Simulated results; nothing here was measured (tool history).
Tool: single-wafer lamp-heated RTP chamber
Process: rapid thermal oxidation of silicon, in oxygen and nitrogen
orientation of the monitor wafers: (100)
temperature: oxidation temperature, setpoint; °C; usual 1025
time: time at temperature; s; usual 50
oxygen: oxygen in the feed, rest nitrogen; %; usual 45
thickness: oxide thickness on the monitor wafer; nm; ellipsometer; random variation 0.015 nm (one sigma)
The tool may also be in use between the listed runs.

run	hour	temperature	time	oxygen	read-back reference wafer on the same gauge, thickness	thickness
1	0	1025	50	45	4.369	5.322
2	29.7	1025	50	45	4.371	5.313
3	64.7	1025	50	58	4.373	5.786
4	88.9	1025	50	45	4.374	5.329
# hour 107.3: pyrometer window cleaned and pyrometer calibrated
5	118.7	1025	50	45	4.37	5.273
6	134.9	1034	50	45	4.368	5.589
7	151.9	1034	50	45	4.366	5.632
8	164.6	1025	50	45	4.369	5.268
9	177.6	1025	50	45	4.372	5.283
10	202.8	1025	50	45	4.372	5.296
# hour 222.6: oxygen flow controller replaced
11	223.1	1025	50	45	4.368	5.286
12	253.5	1025	50	45	4.373	5.318
13	270.1	1025	50	45	4.373	5.298
# hour 284.8: gauge calibrated
14	294	1002	50	57	4.373	4.912
15	323.8	1014	74	29	4.369	5.036
16	340.4	1025	50	45	4.369	5.323
17	352.8	1025	50	65	4.369	6.07
# hour 361: pyrometer window cleaned and pyrometer calibrated
18	386	1004	58	17	4.37	3.641
19	402.1	1034	50	45	4.367	5.611
20	414.6	1025	71	45	4.373	6.142
21	437.5	1025	50	72	4.373	6.218
22	467	1017	57	45	4.369	5.301
23	481.4	1025	50	45	4.372	5.295
24	496	1025	50	45	4.372	5.312

Forecast each of these 5 alternatives for the next run:
A	496.5	1045	50	45	?	?
B	496.5	1046	60	21	?	?
C	496.5	1009	28	45	?	?
D	496.5	1040	26	74	?	?
E	496.5	1016	50	45	?	?

run	read-back reference wafer on the same gauge, thickness	thickness
A	4.372	6.08
B	4.372	5.111
C	4.372	3.798
D	4.372	5.289
E	4.372	4.995
Without the tool's hidden state the same runs would have given:
run	thickness
A	6.037
B	5.076
C	3.774
D	5.251
E	4.959

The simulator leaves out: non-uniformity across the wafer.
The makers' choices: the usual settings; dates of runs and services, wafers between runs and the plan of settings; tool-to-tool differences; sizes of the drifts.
